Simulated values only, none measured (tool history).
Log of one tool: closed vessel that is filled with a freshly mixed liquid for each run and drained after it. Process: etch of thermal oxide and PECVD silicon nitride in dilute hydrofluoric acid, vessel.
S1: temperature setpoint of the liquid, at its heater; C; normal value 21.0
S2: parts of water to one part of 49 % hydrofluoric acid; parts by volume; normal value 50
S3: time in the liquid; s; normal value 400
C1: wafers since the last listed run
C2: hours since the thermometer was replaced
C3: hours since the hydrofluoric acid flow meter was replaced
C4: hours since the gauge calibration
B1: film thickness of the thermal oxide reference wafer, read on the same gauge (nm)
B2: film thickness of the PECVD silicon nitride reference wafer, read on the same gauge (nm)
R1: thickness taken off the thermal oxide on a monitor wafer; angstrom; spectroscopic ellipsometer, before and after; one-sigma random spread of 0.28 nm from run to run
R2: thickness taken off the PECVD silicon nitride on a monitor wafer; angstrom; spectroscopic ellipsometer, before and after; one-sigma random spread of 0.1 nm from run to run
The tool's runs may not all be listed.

{"run": 1, "day": 0.0, "S1": 21.0, "S2": 50, "S3": 400, "C1": 0, "C2": 24.5, "C3": 824.3, "C4": 614.6, "B1": 151.06, "B2": 50.38, "R1": 352.8, "R2": 339.2}
{"run": 2, "day": 2.521, "S1": 23.0, "S2": 50, "S3": 400, "C1": 3934, "C2": 85.0, "C3": 884.8, "C4": 675.1, "B1": 151.49, "B2": 50.48, "R1": 382.0, "R2": 390.5}
{"run": 3, "day": 4.517, "S1": 23.0, "S2": 50, "S3": 400, "C1": 3115, "C2": 132.9, "C3": 932.7, "C4": 723.0, "B1": 151.81, "B2": 50.6, "R1": 387.0, "R2": 389.2}
{"run": 4, "day": 5.846, "S1": 21.0, "S2": 50, "S3": 400, "C1": 2074, "C2": 164.8, "C3": 964.6, "C4": 754.9, "B1": 152.03, "B2": 50.68, "R1": 357.1, "R2": 343.2}
{"run": 5, "day": 8.571, "S1": 21.0, "S2": 50, "S3": 400, "C1": 4253, "C2": 230.2, "C3": 1030.0, "C4": 820.3, "B1": 152.51, "B2": 50.8, "R1": 353.7, "R2": 344.3}
{"run": 6, "day": 10.712, "S1": 21.0, "S2": 50, "S3": 400, "C1": 3342, "C2": 281.6, "C3": 1081.4, "C4": 871.7, "B1": 152.91, "B2": 50.95, "R1": 357.9, "R2": 343.7}
{"run": 7, "day": 12.029, "S1": 21.0, "S2": 50, "S3": 400, "C1": 2055, "C2": 313.2, "C3": 1113.0, "C4": 903.3, "B1": 153.22, "B2": 51.05, "R1": 354.0, "R2": 343.2}
{"run": 8, "day": 14.329, "S1": 21.0, "S2": 65, "S3": 400, "C1": 3590, "C2": 368.4, "C3": 1168.2, "C4": 958.5, "B1": 153.73, "B2": 51.22, "R1": 273.6, "R2": 268.6}
{"run": 9, "day": 17.154, "S1": 21.0, "S2": 50, "S3": 400, "C1": 4409, "C2": 436.2, "C3": 1236.0, "C4": 1026.3, "B1": 154.4, "B2": 51.46, "R1": 359.6, "R2": 347.2}
{"run": 10, "day": 18.933, "S1": 21.0, "S2": 50, "S3": 345, "C1": 2777, "C2": 478.9, "C3": 1278.7, "C4": 1069.0, "B1": 154.79, "B2": 51.57, "R1": 311.4, "R2": 300.9}
{"run": 11, "day": 20.838, "S1": 19.5, "S2": 50, "S3": 180, "C1": 2972, "C2": 524.6, "C3": 1324.4, "C4": 1114.7, "B1": 155.23, "B2": 51.72, "R1": 154.9, "R2": 141.9}
{"day": 21.338, "done": "thermometer replaced"}
{"run": 12, "day": 23.088, "S1": 21.0, "S2": 50, "S3": 585, "C1": 3446, "C2": 42.0, "C3": 1378.4, "C4": 1168.7, "B1": 155.83, "B2": 51.93, "R1": 543.0, "R2": 512.5}
{"run": 13, "day": 24.662, "S1": 21.0, "S2": 50, "S3": 400, "C1": 2458, "C2": 79.8, "C3": 1416.2, "C4": 1206.5, "B1": 156.25, "B2": 52.11, "R1": 361.1, "R2": 351.3}
{"run": 14, "day": 25.821, "S1": 17.0, "S2": 65, "S3": 500, "C1": 1808, "C2": 107.6, "C3": 1444.0, "C4": 1234.3, "B1": 156.61, "B2": 52.19, "R1": 295.0, "R2": 258.5}
{"run": 15, "day": 27.892, "S1": 24.5, "S2": 50, "S3": 400, "C1": 3232, "C2": 157.3, "C3": 1493.7, "C4": 1284.0, "B1": 157.17, "B2": 52.37, "R1": 425.1, "R2": 450.1}
{"run": 16, "day": 29.338, "S1": 21.0, "S2": 30, "S3": 400, "C1": 2256, "C2": 192.0, "C3": 1528.4, "C4": 1318.7, "B1": 157.62, "B2": 52.52, "R1": 626.0, "R2": 581.8}
{"run": 17, "day": 31.417, "S1": 18.5, "S2": 45, "S3": 400, "C1": 3245, "C2": 241.9, "C3": 1578.3, "C4": 1368.6, "B1": 158.27, "B2": 52.73, "R1": 371.6, "R2": 330.1}
{"day": 32.921, "done": "gauge calibrated"}
{"day": 33.467, "done": "hydrofluoric acid flow meter replaced"}
{"run": 18, "day": 36.633, "S1": 21.0, "S2": 50, "S3": 400, "C1": 8077, "C2": 367.1, "C3": 76.0, "C4": 89.1, "B1": 151.11, "B2": 50.39, "R1": 352.6, "R2": 339.6}
{"run": 19, "day": 38.004, "S1": 23.5, "S2": 50, "S3": 165, "C1": 2139, "C2": 400.0, "C3": 108.9, "C4": 122.0, "B1": 151.14, "B2": 50.39, "R1": 159.5, "R2": 166.5}
{"run": 20, "day": 39.654, "S1": 25.0, "S2": 40, "S3": 570, "C1": 2575, "C2": 439.6, "C3": 148.5, "C4": 161.6, "B1": 151.19, "B2": 50.4, "R1": 753.1, "R2": 792.7}
{"run": 21, "day": 41.867, "S1": 21.0, "S2": 50, "S3": 400, "C1": 3453, "C2": 492.7, "C3": 201.6, "C4": 214.7, "B1": 151.33, "B2": 50.44, "R1": 351.0, "R2": 341.9}
{"run": 22, "day": 43.596, "S1": 21.0, "S2": 50, "S3": 400, "C1": 2699, "C2": 534.2, "C3": 243.1, "C4": 256.2, "B1": 151.38, "B2": 50.47, "R1": 352.4, "R2": 340.9}
{"day": 45.125, "done": "thermometer replaced"}
{"run": 23, "day": 46.033, "S1": 21.0, "S2": 35, "S3": 400, "C1": 3739, "C2": 21.8, "C3": 301.6, "C4": 314.7, "B1": 151.54, "B2": 50.55, "R1": 514.0, "R2": 485.1}
{"run": 24, "day": 48.417, "S1": 21.0, "S2": 40, "S3": 400, "C1": 3720, "C2": 79.0, "C3": 358.8, "C4": 371.9, "B1": 151.71, "B2": 50.58, "R1": 448.5, "R2": 424.1}
{"run": 25, "day": 56.517, "S1": 23.5, "S2": 75, "S3": 280, "C1": 12643, "C2": 273.4, "C3": 553.2, "C4": 566.3, "B1": 152.6, "B2": 50.85, "R1": 178.8, "R2": 192.4}

Alternative continuations, all from the tool just after run 25; predict every row:
{"run": "A", "day": 56.55, "S1": 21.0, "S2": 50, "S3": 480, "C1": 52, "C2": 274.2, "C3": 554.0, "C4": 567.1, "B1": "?", "B2": "?", "R1": "?", "R2": "?"}
{"run": "B", "day": 56.55, "S1": 21.0, "S2": 70, "S3": 400, "C1": 52, "C2": 274.2, "C3": 554.0, "C4": 567.1, "B1": "?", "B2": "?", "R1": "?", "R2": "?"}
{"run": "C", "day": 56.55, "S1": 25.0, "S2": 35, "S3": 160, "C1": 52, "C2": 274.2, "C3": 554.0, "C4": 567.1, "B1": "?", "B2": "?", "R1": "?", "R2": "?"}
{"run": "D", "day": 56.55, "S1": 22.5, "S2": 50, "S3": 575, "C1": 52, "C2": 274.2, "C3": 554.0, "C4": 567.1, "B1": "?", "B2": "?", "R1": "?", "R2": "?"}

run=A B1=152.61 B2=50.87 R1=429.1 R2=411.7
run=B B1=152.61 B2=50.87 R1=249.3 R2=247.0
run=C B1=152.61 B2=50.87 R1=246.2 R2=255.1
run=D B1=152.61 B2=50.87 R1=547.4 R2=546.6
Take away the tool's hidden state, keep each run's random variation, and the runs would have read:
run=A R1=421.8 R2=404.6
run=B R1=245.0 R2=242.8
run=C R1=242.0 R2=250.8
run=D R1=538.0 R2=537.2
